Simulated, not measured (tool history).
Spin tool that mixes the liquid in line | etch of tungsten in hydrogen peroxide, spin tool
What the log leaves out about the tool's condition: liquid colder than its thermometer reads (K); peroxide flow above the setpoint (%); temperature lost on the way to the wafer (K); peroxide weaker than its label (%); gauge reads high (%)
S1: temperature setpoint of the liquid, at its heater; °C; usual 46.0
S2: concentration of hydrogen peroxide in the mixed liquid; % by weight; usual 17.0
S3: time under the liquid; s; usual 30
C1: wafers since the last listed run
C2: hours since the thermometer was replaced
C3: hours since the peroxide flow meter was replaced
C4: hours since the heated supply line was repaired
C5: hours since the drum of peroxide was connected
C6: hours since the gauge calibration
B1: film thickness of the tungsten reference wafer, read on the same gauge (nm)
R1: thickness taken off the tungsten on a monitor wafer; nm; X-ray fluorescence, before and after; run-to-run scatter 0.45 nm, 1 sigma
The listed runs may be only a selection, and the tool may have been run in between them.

run,day,S1,S2,S3,C1,C2,C3,C4,C5,C6,B1,R1
1,0.000,51.0,17.0,30,0,1801.0,107.1,1675.1,495.3,774.4,89.97,80.71
2,2.612,51.0,17.0,30,606,1863.7,169.8,1737.8,558.0,837.1,89.97,80.60
3,11.454,51.0,17.0,30,2051,2075.9,382.0,1950.0,770.2,1049.3,90.00,81.53
# day 11.804: gauge calibrated
4,13.567,46.0,17.0,30,490,2126.6,432.7,2000.7,820.9,42.3,90.02,59.41
# day 14.442: thermometer replaced
5,15.488,46.0,17.0,30,435,25.1,478.8,2046.8,867.0,88.4,90.00,58.81
6,17.638,46.0,17.0,45,498,76.7,530.4,2098.4,918.6,140.0,90.04,87.50
# day 18.504: heated supply line repaired
7,20.546,50.0,17.0,30,665,146.5,600.2,49.0,988.4,209.8,90.02,79.07
# day 22.392: new drum of peroxide connected
8,23.838,50.0,17.0,30,753,225.5,679.2,128.0,34.7,288.8,90.00,79.08
9,26.696,50.0,17.0,30,663,294.1,747.8,196.6,103.3,357.4,90.02,79.49
10,28.758,52.0,21.0,30,478,343.6,797.3,246.1,152.8,406.9,90.02,97.41
# day 30.667: peroxide flow meter replaced
11,30.946,41.0,22.0,45,497,396.1,6.7,298.6,205.3,459.4,89.99,76.44
12,33.838,46.0,12.5,45,670,465.5,76.1,368.0,274.7,528.8,90.02,77.75
13,35.100,37.0,17.0,30,292,495.8,106.4,398.3,305.0,559.1,89.99,34.19
14,36.954,40.0,13.0,30,430,540.3,150.9,442.8,349.5,603.6,89.98,36.77
15,38.867,46.0,13.5,45,443,586.2,196.8,488.7,395.4,649.5,90.03,81.40
16,43.212,46.0,17.0,35,1008,690.5,301.1,593.0,499.7,753.8,89.96,71.68
17,44.404,42.5,20.0,45,276,719.1,329.7,621.6,528.3,782.4,89.98,78.83
18,46.812,46.0,17.0,30,558,776.9,387.5,679.4,586.1,840.2,89.98,61.26
19,48.912,46.0,17.0,30,487,827.3,437.9,729.8,636.5,890.6,90.06,60.52
20,49.933,51.0,17.0,30,236,851.8,462.4,754.3,661.0,915.1,90.00,81.84
21,51.942,46.0,17.0,30,465,900.0,510.6,802.5,709.2,963.3,89.95,60.97
# day 52.775: gauge calibrated
22,53.392,56.0,12.5,30,336,934.8,545.4,837.3,744.0,14.8,89.99,93.89
23,54.854,46.0,20.5,30,339,969.9,580.5,872.4,779.1,49.9,90.01,66.14
24,56.542,39.5,17.0,30,391,1010.4,621.0,912.9,819.6,90.4,90.05,39.44
25,57.608,46.0,17.0,30,247,1036.0,646.6,938.5,845.2,116.0,89.99,59.80

Below are 5 alternative next runs, each starting from the tool's condition after run 25. Predict each:
A,57.625,46.0,15.0,30,3,1036.4,647.0,938.9,845.6,116.4,?,?
B,57.625,53.0,13.5,30,3,1036.4,647.0,938.9,845.6,116.4,?,?
C,57.625,46.0,19.5,50,3,1036.4,647.0,938.9,845.6,116.4,?,?
D,57.625,46.0,21.5,30,3,1036.4,647.0,938.9,845.6,116.4,?,?
E,57.625,46.0,13.5,30,3,1036.4,647.0,938.9,845.6,116.4,?,?

run,B1,R1
A,89.99,56.91
B,89.99,83.01
C,89.99,108.15
D,89.99,68.14
E,89.99,53.99
Without the tool's hidden state the same runs would have given:
run,R1
A,58.14
B,84.72
C,110.49
D,69.61
E,55.16
